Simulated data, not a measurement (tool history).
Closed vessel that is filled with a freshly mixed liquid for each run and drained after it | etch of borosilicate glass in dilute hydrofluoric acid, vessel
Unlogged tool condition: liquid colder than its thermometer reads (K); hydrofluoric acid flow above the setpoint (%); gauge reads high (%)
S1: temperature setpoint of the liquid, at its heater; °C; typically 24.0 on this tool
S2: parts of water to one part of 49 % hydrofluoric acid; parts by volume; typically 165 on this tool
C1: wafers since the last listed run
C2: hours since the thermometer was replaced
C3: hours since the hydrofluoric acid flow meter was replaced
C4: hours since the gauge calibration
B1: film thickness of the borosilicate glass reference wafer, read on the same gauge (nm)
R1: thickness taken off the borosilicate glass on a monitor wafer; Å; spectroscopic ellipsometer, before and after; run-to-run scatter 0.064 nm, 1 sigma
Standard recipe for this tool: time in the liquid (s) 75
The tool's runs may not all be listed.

run 1 hour=0.0 | S1=24.0 S2=165 time_in_the_liquid_(s)=75 | C1=0 C2=2067.7 C3=778.0 C4=64.8 | B1=80.02 | R1=228.1
run 2 hour=21.8 | S1=24.0 S2=165 time_in_the_liquid_(s)=75 | C1=2129 C2=2089.5 C3=799.8 C4=86.6 | B1=80.01 | R1=229.5
run 3 hour=34.8 | S1=24.0 S2=165 time_in_the_liquid_(s)=75 | C1=1269 C2=2102.5 C3=812.8 C4=99.6 | B1=80.01 | R1=228.1
run 4 hour=63.0 | S1=24.0 S2=165 time_in_the_liquid_(s)=75 | C1=2754 C2=2130.7 C3=841.0 C4=127.8 | B1=79.96 | R1=230.1
run 5 hour=83.0 | S1=24.0 S2=165 time_in_the_liquid_(s)=75 | C1=1953 C2=2150.7 C3=861.0 C4=147.8 | B1=80.00 | R1=227.5
-- hour=112.7 hydrofluoric acid flow meter replaced
run 6 hour=113.6 | S1=24.0 S2=165 time_in_the_liquid_(s)=75 | C1=2891 C2=2181.3 C3=0.9 C4=178.4 | B1=79.99 | R1=217.9
run 7 hour=144.8 | S1=24.0 S2=165 time_in_the_liquid_(s)=75 | C1=3047 C2=2212.5 C3=32.1 C4=209.6 | B1=80.02 | R1=218.4
run 8 hour=165.8 | S1=24.0 S2=165 time_in_the_liquid_(s)=75 | C1=2051 C2=2233.5 C3=53.1 C4=230.6 | B1=80.03 | R1=218.0
-- hour=185.5 thermometer replaced
run 9 hour=187.1 | S1=26.5 S2=165 time_in_the_liquid_(s)=120 | C1=1982 C2=1.6 C3=74.4 C4=251.9 | B1=80.00 | R1=416.0
run 10 hour=200.8 | S1=27.5 S2=235 time_in_the_liquid_(s)=55 | C1=1338 C2=15.3 C3=88.1 C4=265.6 | B1=80.01 | R1=128.6
-- hour=208.9 gauge calibrated
run 11 hour=213.0 | S1=24.0 S2=165 time_in_the_liquid_(s)=75 | C1=1191 C2=27.5 C3=100.3 C4=4.1 | B1=80.03 | R1=237.9
run 12 hour=244.7 | S1=26.0 S2=100 time_in_the_liquid_(s)=100 | C1=3096 C2=59.2 C3=132.0 C4=35.8 | B1=79.99 | R1=612.1
run 13 hour=263.1 | S1=24.0 S2=165 time_in_the_liquid_(s)=75 | C1=1797 C2=77.6 C3=150.4 C4=54.2 | B1=79.96 | R1=237.9
run 14 hour=295.5 | S1=24.0 S2=190 time_in_the_liquid_(s)=75 | C1=3164 C2=110.0 C3=182.8 C4=86.6 | B1=80.03 | R1=201.6
run 15 hour=309.5 | S1=24.0 S2=165 time_in_the_liquid_(s)=75 | C1=1367 C2=124.0 C3=196.8 C4=100.6 | B1=79.98 | R1=238.8
run 16 hour=326.6 | S1=27.5 S2=115 time_in_the_liquid_(s)=40 | C1=1670 C2=141.1 C3=213.9 C4=117.7 | B1=80.01 | R1=221.3

Below are 4 alternative next runs, each starting from the tool's condition after run 16. Predict each:
run A hour=327.3 | S1=24.0 S2=165 time_in_the_liquid_(s)=110 | C1=68 C2=141.8 C3=214.6 C4=118.4 | B1=? | R1=?
run B hour=327.3 | S1=22.5 S2=165 time_in_the_liquid_(s)=95 | C1=68 C2=141.8 C3=214.6 C4=118.4 | B1=? | R1=?
run C hour=327.3 | S1=19.5 S2=100 time_in_the_liquid_(s)=115 | C1=68 C2=141.8 C3=214.6 C4=118.4 | B1=? | R1=?
run D hour=327.3 | S1=29.0 S2=225 time_in_the_liquid_(s)=75 | C1=68 C2=141.8 C3=214.6 C4=118.4 | B1=? | R1=?

run=A B1=80.00 R1=349.2
run=B B1=80.00 R1=284.7
run=C B1=80.00 R1=540.2
run=D B1=80.00 R1=195.9
Without the tool's hidden state the same runs would have given:
run=A R1=345.4
run=B R1=281.7
run=C R1=536.0
run=D R1=193.1
